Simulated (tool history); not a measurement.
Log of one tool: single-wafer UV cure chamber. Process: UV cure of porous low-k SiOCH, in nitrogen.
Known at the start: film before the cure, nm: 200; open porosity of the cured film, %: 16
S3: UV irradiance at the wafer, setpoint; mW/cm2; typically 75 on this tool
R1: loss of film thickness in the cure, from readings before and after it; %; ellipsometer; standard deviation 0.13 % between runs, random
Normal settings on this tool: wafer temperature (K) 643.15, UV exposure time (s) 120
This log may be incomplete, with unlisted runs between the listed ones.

{"run": 1, "hour": 0.0, "wafer temperature (K)": 643.15, "UV exposure time (s)": 175, "S3": 75, "R1": 9.05}
{"run": 2, "hour": 31.8, "wafer temperature (K)": 643.15, "UV exposure time (s)": 175, "S3": 75, "R1": 9.002}
{"run": 3, "hour": 55.2, "wafer temperature (K)": 637.15, "UV exposure time (s)": 150, "S3": 75, "R1": 7.797}
{"run": 4, "hour": 70.5, "wafer temperature (K)": 637.15, "UV exposure time (s)": 150, "S3": 75, "R1": 7.954}
{"run": 5, "hour": 90.1, "wafer temperature (K)": 637.15, "UV exposure time (s)": 150, "S3": 75, "R1": 7.588}
{"hour": 204.5, "done": "quartz window cleaned"}
{"run": 6, "hour": 205.0, "wafer temperature (K)": 643.15, "UV exposure time (s)": 120, "S3": 75, "R1": 6.976}
{"run": 7, "hour": 232.6, "wafer temperature (K)": 643.15, "UV exposure time (s)": 120, "S3": 75, "R1": 7.019}
{"run": 8, "hour": 259.1, "wafer temperature (K)": 643.15, "UV exposure time (s)": 120, "S3": 75, "R1": 6.757}
{"run": 9, "hour": 276.5, "wafer temperature (K)": 643.15, "UV exposure time (s)": 120, "S3": 75, "R1": 6.593}
{"run": 10, "hour": 288.6, "wafer temperature (K)": 643.15, "UV exposure time (s)": 120, "S3": 75, "R1": 6.785}
{"run": 11, "hour": 313.9, "wafer temperature (K)": 643.15, "UV exposure time (s)": 120, "S3": 75, "R1": 6.905}
{"run": 12, "hour": 379.4, "wafer temperature (K)": 643.15, "UV exposure time (s)": 120, "S3": 75, "R1": 6.672}
{"hour": 396.8, "done": "quartz window cleaned"}
{"run": 13, "hour": 409.6, "wafer temperature (K)": 643.15, "UV exposure time (s)": 120, "S3": 75, "R1": 6.635}
{"run": 14, "hour": 422.8, "wafer temperature (K)": 648.15, "UV exposure time (s)": 120, "S3": 75, "R1": 6.44}
{"run": 15, "hour": 454.3, "wafer temperature (K)": 643.15, "UV exposure time (s)": 120, "S3": 75, "R1": 6.382}

Run 16 is up next; what results do you expect?
{"run": 16, "hour": 466.6, "wafer temperature (K)": 652.15, "UV exposure time (s)": 85, "S3": 64, "R1": "?"}

R1: 4.744 %
Without the tool's hidden state the same run would have given R1 5.759 %.
